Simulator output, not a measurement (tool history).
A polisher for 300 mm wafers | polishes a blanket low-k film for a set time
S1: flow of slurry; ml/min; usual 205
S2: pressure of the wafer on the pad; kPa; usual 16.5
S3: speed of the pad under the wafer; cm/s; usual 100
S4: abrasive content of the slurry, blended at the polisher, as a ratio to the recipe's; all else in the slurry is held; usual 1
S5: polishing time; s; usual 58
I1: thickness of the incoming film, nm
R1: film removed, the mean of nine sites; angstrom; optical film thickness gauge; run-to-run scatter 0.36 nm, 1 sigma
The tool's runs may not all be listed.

run    hour   S1    S2   S3    S4  S5     I1   R1
  1       0  160  16.5  100     1  58  513.1  248
  2    48.6  205  16.5  100     1  58  517.6  254
  3   104.6  245  16.5  100     1  58  518.2  258
      120.9  -- worn pad replaced by a new one
  4     144  150  16.5  100   0.7  58    522  199
      203.9  -- conditioning disc replaced and pad reconditioned
  5   205.2  205  16.5  134     1  58  517.2  311
  6   288.1  240  13.8  126   0.8  58  516.5  229
  7   386.1  205  16.5  100     1  58  510.8  237
        400  -- head pressure recalibrated
  8   423.4  205  16.5  100     1  58  526.6  232
  9     460  270  16.5   90     1  65  515.6  242
      512.4  -- slurry blender recalibrated
 10     528  205  12.4   88     1  58  513.1  188
 11     622  205  16.5  100     1  67  514.9  298
      640.8  -- slurry nozzle cleaned
 12   666.1  155  14.5  110     1  58    527  234
      699.2  -- worn pad replaced by a new one
 13   722.7  245  16.5  100  1.25  40  518.4  196
 14   773.8  205  13.8  100   1.2  58  521.4  238
 15   862.1  150  16.5  100   0.7  58  519.3  195
      873.2  -- conditioning disc replaced and pad reconditioned
 16   905.9  165  21.4   74     1  65  509.5  253
 17   990.2  250  16.5   88     1  58  521.2  222
 18  1036.4  255  19.3  100     1  58  520.7  275

Predict the results of run 19:
 19  1104.1  205  16.5  84   1  47  521.4   ?

{"run 19": {"R1": 164}}
Minus the tool's unlogged condition, the same run would have read R1 189 angstrom.

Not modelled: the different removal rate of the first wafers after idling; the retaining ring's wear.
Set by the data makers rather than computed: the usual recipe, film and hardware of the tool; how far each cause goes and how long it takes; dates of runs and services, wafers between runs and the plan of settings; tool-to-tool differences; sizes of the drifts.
